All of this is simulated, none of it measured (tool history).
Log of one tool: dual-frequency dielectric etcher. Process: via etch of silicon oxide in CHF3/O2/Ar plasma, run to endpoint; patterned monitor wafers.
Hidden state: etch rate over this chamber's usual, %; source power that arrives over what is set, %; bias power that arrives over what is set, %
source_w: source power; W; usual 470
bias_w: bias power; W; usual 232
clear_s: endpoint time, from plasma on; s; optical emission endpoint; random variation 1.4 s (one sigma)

run    hour  source_w  bias_w  wafers since the last listed run  hours since the last wet clean  hours since the last source power generator calibration  hours since the last bias power generator calibration  hours since the last upper electrode change  incoming incoming film thickness, nm  clear_s
  1       0       420     232                                 0                            77.6                                                    657.3                                                 4163.3                                       2472.4                                 571.6    316.5
  2   104.8       470     232                               601                           182.4                                                    762.1                                                 4268.1                                       2577.2                                 567.9    305.1
  3     158       470     232                               305                           235.6                                                    815.3                                                 4321.3                                       2630.4                                 572.2      310
  4   205.8       530     232                               274                           283.4                                                    863.1                                                 4369.1                                       2678.2                                 570.6    297.9
  5   269.2       470     232                               363                           346.8                                                    926.5                                                 4432.5                                       2741.6                                 568.7    313.6
      294.3  -- wet clean of the chamber
  6   307.2       470     232                                80                            12.9                                                    964.5                                                 4470.5                                       2779.6                                 564.1    293.1
  7   386.2       470     232                               453                            91.9                                                   1043.5                                                 4549.5                                       2858.6                                 565.1    299.8
  8   422.3       470     232                               207                             128                                                   1079.6                                                 4585.6                                       2894.7                                 568.2    300.4
      432.9  -- bias power generator calibrated
  9   485.1       470     247                               337                           190.8                                                   1142.4                                                   52.2                                       2957.5                                 562.9    296.2
 10   574.3       470     247                               511                             280                                                   1231.6                                                  141.4                                       3046.7                                 569.1    304.7
 11   626.1       370     289                               297                           331.8                                                   1283.4                                                  193.2                                       3098.5                                 568.5    312.3
      692.8  -- wet clean of the chamber
 12   707.1       510     258                               326                            14.3                                                   1364.4                                                  274.2                                       3179.5                                 567.8    281.3
      770.5  -- upper electrode replaced
 13     771       470     232                               228                            78.2                                                   1428.3                                                  338.1                                          0.5                                 564.8    304.2
 14   804.8       470     232                               193                             112                                                   1462.1                                                  371.9                                         34.3                                 567.9    307.9
 15   883.6       430     232                               452                           190.8                                                   1540.9                                                  450.7                                        113.1                                 569.8    322.9
 16   937.6       410     259                               309                           244.8                                                   1594.9                                                  504.7                                        167.1                                 571.2    319.9
     1000.6  -- source power generator calibrated
 17  1011.3       470     232                               399                           318.5                                                     10.7                                                  578.4                                        240.8                                 568.2      316
     1080.9  -- wet clean of the chamber
 18  1081.4       410     232                               264                             0.5                                                     80.8                                                  648.5                                        310.9                                   568    316.4
 19  1142.3       410     289                               349                            61.4                                                    141.7                                                  709.4                                        371.8                                   571    292.6
 20  1293.2       470     232                               865                           212.3                                                    292.6                                                  860.3                                        522.7                                 569.2    308.4
 21  1364.8       370     185                               410                           283.9                                                    364.2                                                  931.9                                        594.3                                 569.1    377.7

Some steps in clear_s between neighbouring runs. How much of each would the tool show without its hidden state too (settings, what came in, random variation), and how much is left for the hidden state, with any gauge scatter that isn't in both results?
Run 5 -> 6: wet clean of the chamber. clear_s -20.5 s: hidden state -16.1, all else -4.4.
Run 11 -> 12: source_w 370 -> 510, bias_w 289 -> 258, wet clean of the chamber. clear_s -31 s: hidden state -9.8, all else -21.2.
Run 17 -> 18: source_w 470 -> 410, wet clean of the chamber. clear_s +0.4 s: hidden state -17.7, all else +18.1.
Run 20 -> 21: source_w 470 -> 370, bias_w 232 -> 185. clear_s +69.3 s: hidden state +6.3, all else +63.
